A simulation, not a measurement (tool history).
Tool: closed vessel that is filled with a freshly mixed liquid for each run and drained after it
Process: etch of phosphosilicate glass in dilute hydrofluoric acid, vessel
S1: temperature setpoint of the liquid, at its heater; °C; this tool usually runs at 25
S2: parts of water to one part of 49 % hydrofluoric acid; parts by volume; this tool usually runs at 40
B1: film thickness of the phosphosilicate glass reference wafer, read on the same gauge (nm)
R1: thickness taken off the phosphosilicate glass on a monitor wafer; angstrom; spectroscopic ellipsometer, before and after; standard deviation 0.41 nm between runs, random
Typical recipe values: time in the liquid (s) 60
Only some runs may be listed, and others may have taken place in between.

{"run": 1, "hour": 0.0, "S1": 25, "S2": 40, "time in the liquid (s)": 60, "B1": 110.03, "R1": 1055.5}
{"run": 2, "hour": 102.7, "S1": 25, "S2": 40, "time in the liquid (s)": 60, "B1": 109.99, "R1": 1063.1}
{"run": 3, "hour": 186.8, "S1": 25, "S2": 40, "time in the liquid (s)": 60, "B1": 110, "R1": 1060.6}
{"run": 4, "hour": 418.6, "S1": 25, "S2": 50, "time in the liquid (s)": 35, "B1": 109.98, "R1": 483.8}
{"run": 5, "hour": 524.2, "S1": 25, "S2": 50, "time in the liquid (s)": 35, "B1": 109.99, "R1": 486.3}
{"run": 6, "hour": 590.0, "S1": 25, "S2": 50, "time in the liquid (s)": 35, "B1": 110, "R1": 481.6}
{"hour": 657.4, "done": "hydrofluoric acid flow meter replaced"}
{"run": 7, "hour": 693.7, "S1": 25, "S2": 40, "time in the liquid (s)": 60, "B1": 109.97, "R1": 1028.8}
{"hour": 702.1, "done": "thermometer replaced"}
{"hour": 762.5, "done": "gauge calibrated"}
{"run": 8, "hour": 786.1, "S1": 25, "S2": 40, "time in the liquid (s)": 60, "B1": 110.02, "R1": 1029.1}
{"run": 9, "hour": 842.1, "S1": 27, "S2": 50, "time in the liquid (s)": 30, "B1": 110.01, "R1": 436}
{"hour": 892.1, "done": "hydrofluoric acid flow meter replaced, repeated, since the last time left the tool worse"}
{"run": 10, "hour": 921.1, "S1": 25, "S2": 40, "time in the liquid (s)": 90, "B1": 109.95, "R1": 1602}
{"run": 11, "hour": 995.4, "S1": 22, "S2": 35, "time in the liquid (s)": 75, "B1": 110.01, "R1": 1351.3}
{"run": 12, "hour": 1087.3, "S1": 20, "S2": 40, "time in the liquid (s)": 60, "B1": 110, "R1": 863.7}
{"run": 13, "hour": 1163.3, "S1": 28.5, "S2": 35, "time in the liquid (s)": 90, "B1": 110, "R1": 2137.1}
{"run": 14, "hour": 1261.0, "S1": 25, "S2": 25, "time in the liquid (s)": 60, "B1": 110.01, "R1": 1745.3}
{"run": 15, "hour": 1358.8, "S1": 25, "S2": 50, "time in the liquid (s)": 35, "B1": 109.99, "R1": 486.1}
{"run": 16, "hour": 1454.2, "S1": 25, "S2": 60, "time in the liquid (s)": 45, "B1": 110.04, "R1": 516.6}
{"run": 17, "hour": 1531.7, "S1": 25, "S2": 40, "time in the liquid (s)": 60, "B1": 109.99, "R1": 1057.6}

Branching from run 17: 3 alternative next runs. What would each branch give?
{"run": "A", "hour": 1532.4, "S1": 30, "S2": 40, "time in the liquid (s)": 60, "B1": "?", "R1": "?"}
{"run": "B", "hour": 1532.4, "S1": 20.5, "S2": 40, "time in the liquid (s)": 35, "B1": "?", "R1": "?"}
{"run": "C", "hour": 1532.4, "S1": 25, "S2": 40, "time in the liquid (s)": 45, "B1": "?", "R1": "?"}

run=A B1=110.02 R1=1302.3
run=B B1=110.02 R1=514.2
run=C B1=110.02 R1=798.2
Without the tool's hidden state the same runs would have given:
run=A R1=1320.6
run=B R1=521.3
run=C R1=809.3
